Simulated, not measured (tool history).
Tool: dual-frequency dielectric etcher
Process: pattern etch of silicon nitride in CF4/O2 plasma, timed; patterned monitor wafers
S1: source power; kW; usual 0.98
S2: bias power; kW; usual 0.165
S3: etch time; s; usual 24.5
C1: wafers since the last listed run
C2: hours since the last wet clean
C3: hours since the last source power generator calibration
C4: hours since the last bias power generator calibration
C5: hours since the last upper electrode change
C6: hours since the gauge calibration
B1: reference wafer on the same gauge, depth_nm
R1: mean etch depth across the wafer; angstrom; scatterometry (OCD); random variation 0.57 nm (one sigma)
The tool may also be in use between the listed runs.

run   hour    S1     S2    S3   C1     C2      C3      C4      C5     C6    B1    R1
  1      0  0.98  0.165  24.5    0   90.7  3849.3  4000.7  1673.9  145.3  82.9   869
  2     20  0.98  0.165  24.5  169  110.7  3869.3  4020.7  1693.9  165.3  82.8   862
  3   45.1  0.98  0.165  24.5  212  135.8  3894.4  4045.8    1719  190.4    83   868
  4   77.8  0.98  0.165  24.5  276  168.5  3927.1  4078.5  1751.7  223.1  82.7   866
  5  103.7  0.98  0.165  24.5  218  194.4    3953  4104.4  1777.6    249  83.1   869
  6  131.1  0.98  0.183  24.5  231  221.8  3980.4  4131.8    1805  276.4  82.8   899
  7  163.8  0.98  0.183  24.5  276  254.5  4013.1  4164.5  1837.7  309.1  82.6   910
  8  184.6  0.98  0.165    27  175  275.3  4033.9  4185.3  1858.5  329.9  82.9   967
  9    203  0.98  0.165    27  155  293.7  4052.3  4203.7  1876.9  348.3    83   977
 10  223.2  0.98  0.165  24.5  170  313.9  4072.5  4223.9  1897.1  368.5    83   885
     270.3  -- wet clean of the chamber
 11  270.8  0.77  0.165  24.5  199    0.5  4120.1  4271.5  1944.7  416.1  82.7   724
 12  274.8  0.79  0.148  24.5   33    4.5  4124.1  4275.5  1948.7  420.1  82.9   693
 13  298.7  0.75  0.196  24.5  201   28.4    4148  4299.4  1972.6    444  82.8   754
     325.4  -- upper electrode replaced
 14  325.9  1.09  0.165  20.5   27   55.6  4175.2  4326.6     0.5  471.2  82.7   793
       336  -- source power generator calibrated
 15  337.5  0.98  0.165  24.5   64   67.2     1.5  4338.2    12.1  482.8  82.9   865
     341.4  -- gauge calibrated
     364.7  -- bias power generator calibrated
 16  365.2  1.09  0.198    32  200   94.9    29.2     0.5    39.8   23.8  82.9  1316
 17  390.5   0.8  0.188  21.5  213  120.2    54.5    25.8    65.1   49.1  82.9   697
 18  408.6  0.98  0.165    27  152  138.3    72.6    43.9    83.2   67.2  82.7   952
 19  432.6  0.92  0.165  24.5  202  162.3    96.6    67.9   107.2   91.2    83   834
 20    459   1.1  0.165  28.5  223  188.7     123    94.3   133.6  117.6  83.1  1122
 21  476.5  1.14  0.145    28  147  206.2   140.5   111.8   151.1  135.1    83  1069

The same runs without the tool's hidden state, with the same run-to-run variation:
The hidden state here: etch rate over this chamber's usual, %; source power that arrives over what is set, %; bias power that arrives over what is set, %; gauge reads high (%).
run    R1
  1   864
  2   855
  3   859
  4   853
  5   853
  6   880
  7   887
  8   940
  9   947
 10   856
 11   722
 12   691
 13   749
 14   786
 15   856
 16  1298
 17   685
 18   933
 19   816
 20  1093
 21  1040
